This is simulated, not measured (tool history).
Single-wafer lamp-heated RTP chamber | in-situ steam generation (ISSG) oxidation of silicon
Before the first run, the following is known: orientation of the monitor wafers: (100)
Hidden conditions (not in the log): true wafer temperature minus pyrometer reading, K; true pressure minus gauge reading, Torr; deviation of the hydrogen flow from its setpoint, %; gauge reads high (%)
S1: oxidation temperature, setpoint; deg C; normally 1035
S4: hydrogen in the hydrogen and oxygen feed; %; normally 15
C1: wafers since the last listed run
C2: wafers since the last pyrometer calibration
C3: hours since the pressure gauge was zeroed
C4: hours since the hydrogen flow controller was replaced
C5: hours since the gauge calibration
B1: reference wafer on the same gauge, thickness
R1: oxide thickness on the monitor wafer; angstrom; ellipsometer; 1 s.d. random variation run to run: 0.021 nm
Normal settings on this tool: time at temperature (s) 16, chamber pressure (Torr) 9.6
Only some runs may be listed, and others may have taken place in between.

Run 1, hour 0.0: usual settings; C1 0; C2 5154; C3 3174.1; C4 5439.7; C5 753.7; B1 4.496. Result: R1 45.20 angstrom.
Run 2, hour 12.3: usual settings; C1 65; C2 5219; C3 3186.4; C4 5452.0; C5 766.0; B1 4.507. Result: R1 45.56 angstrom.
Run 3, hour 47.8: usual settings; C1 188; C2 5408; C3 3221.9; C4 5487.5; C5 801.5; B1 4.499. Result: R1 45.13 angstrom.
Run 4, hour 63.4: usual settings but chamber pressure (Torr) 10.2; C1 82; C2 5491; C3 3237.5; C4 5503.1; C5 817.1; B1 4.497. Result: R1 44.83 angstrom.
Run 5, hour 83.5: usual settings; C1 106; C2 5598; C3 3257.6; C4 5523.2; C5 837.2; B1 4.498. Result: R1 45.50 angstrom.
At hour 99.2: gauge calibrated.
Run 6, hour 117.0: usual settings; C1 178; C2 5776; C3 3291.1; C4 5556.7; C5 17.8; B1 4.497. Result: R1 45.27 angstrom.
Run 7, hour 139.0: usual settings; C1 116; C2 5893; C3 3313.1; C4 5578.7; C5 39.8; B1 4.510. Result: R1 45.07 angstrom.
Run 8, hour 169.5: usual settings; C1 162; C2 6055; C3 3343.6; C4 5609.2; C5 70.3; B1 4.499. Result: R1 45.25 angstrom.
Run 9, hour 189.2: usual settings; C1 104; C2 6160; C3 3363.3; C4 5628.9; C5 90.0; B1 4.499. Result: R1 45.41 angstrom.
Run 10, hour 211.6: usual settings; C1 119; C2 6279; C3 3385.7; C4 5651.3; C5 112.4; B1 4.499. Result: R1 45.02 angstrom.
Run 11, hour 244.7: usual settings but chamber pressure (Torr) 10.1; C1 176; C2 6455; C3 3418.8; C4 5684.4; C5 145.5; B1 4.506. Result: R1 44.92 angstrom.
At hour 260.4: pyrometer window cleaned and pyrometer calibrated.
Run 12, hour 262.0: usual settings but S1 1053 deg C, S4 19 %; C1 49; C2 8; C3 3436.1; C4 5701.7; C5 162.8; B1 4.494. Result: R1 52.00 angstrom.
Run 13, hour 284.6: usual settings but S4 19 %; C1 120; C2 128; C3 3458.7; C4 5724.3; C5 185.4; B1 4.502. Result: R1 47.64 angstrom.
Run 14, hour 298.7: usual settings but time at temperature (s) 18; C1 74; C2 203; C3 3472.8; C4 5738.4; C5 199.5; B1 4.502. Result: R1 48.17 angstrom.
Run 15, hour 353.5: usual settings but S1 1053 deg C, time at temperature (s) 21, chamber pressure (Torr) 8.8, S4 19 %; C1 291; C2 495; C3 3527.6; C4 5793.2; C5 254.3; B1 4.492. Result: R1 60.80 angstrom.
Run 16, hour 385.2: usual settings but S1 1043 deg C; C1 168; C2 663; C3 3559.3; C4 5824.9; C5 286.0; B1 4.490. Result: R1 47.24 angstrom.
Run 17, hour 397.5: usual settings but S1 1046 deg C, chamber pressure (Torr) 8.9; C1 65; C2 729; C3 3571.6; C4 5837.2; C5 298.3; B1 4.507. Result: R1 47.80 angstrom.
At hour 419.3: pressure gauge zeroed.
Run 18, hour 423.8: usual settings but S1 1045 deg C, chamber pressure (Torr) 10.2, S4 11 %; C1 97; C2 826; C3 4.5; C4 5863.5; C5 324.6; B1 4.502. Result: R1 44.14 angstrom.
Run 19, hour 450.3: usual settings but time at temperature (s) 18, chamber pressure (Torr) 10.2; C1 140; C2 967; C3 31.0; C4 5890.0; C5 351.1; B1 4.499. Result: R1 48.04 angstrom.
At hour 461.5: hydrogen flow controller replaced.
Run 20, hour 462.7: usual settings; C1 23; C2 990; C3 43.4; C4 1.2; C5 363.5; B1 4.491. Result: R1 45.42 angstrom.
Run 21, hour 497.7: usual settings; C1 186; C2 1176; C3 78.4; C4 36.2; C5 398.5; B1 4.500. Result: R1 45.15 angstrom.
Run 22, hour 513.1: usual settings but time at temperature (s) 22; C1 81; C2 1258; C3 93.8; C4 51.6; C5 413.9; B1 4.499. Result: R1 53.06 angstrom.
Run 23, hour 542.1: usual settings; C1 154; C2 1412; C3 122.8; C4 80.6; C5 442.9; B1 4.508. Result: R1 45.47 angstrom.
Run 24, hour 559.5: usual settings but time at temperature (s) 14, S4 11 %; C1 92; C2 1505; C3 140.2; C4 98.0; C5 460.3; B1 4.502. Result: R1 39.28 angstrom.
Run 25, hour 587.2: usual settings but S1 1022 deg C, time at temperature (s) 12, S4 18 %; C1 147; C2 1652; C3 167.9; C4 125.7; C5 488.0; B1 4.495. Result: R1 38.87 angstrom.
Run 26, hour 622.4: usual settings but S1 1054 deg C, time at temperature (s) 14, S4 19 %; C1 187; C2 1839; C3 203.1; C4 160.9; C5 523.2; B1 4.493. Result: R1 48.61 angstrom.
Run 27, hour 644.7: usual settings; C1 118; C2 1958; C3 225.4; C4 183.2; C5 545.5; B1 4.500. Result: R1 45.17 angstrom.
Run 28, hour 678.0: usual settings but S1 1048 deg C, S4 22 %; C1 177; C2 2135; C3 258.7; C4 216.5; C5 578.8; B1 4.499. Result: R1 52.72 angstrom.
Run 29, hour 711.3: usual settings but S1 1054 deg C, chamber pressure (Torr) 9.1; C1 177; C2 2312; C3 292.0; C4 249.8; C5 612.1; B1 4.506. Result: R1 49.84 angstrom.

What will run 30 give?
Run 30, hour 737.4: usual settings; C1 138; C2 2451; C3 318.1; C4 275.9; C5 638.2; B1 ?. Result: R1 ?.

{"run 30": {"B1": 4.503, "R1": 45.19}}
On a tool with no hidden condition, and with the same random variation, this run would have come out at R1 45.19 angstrom.
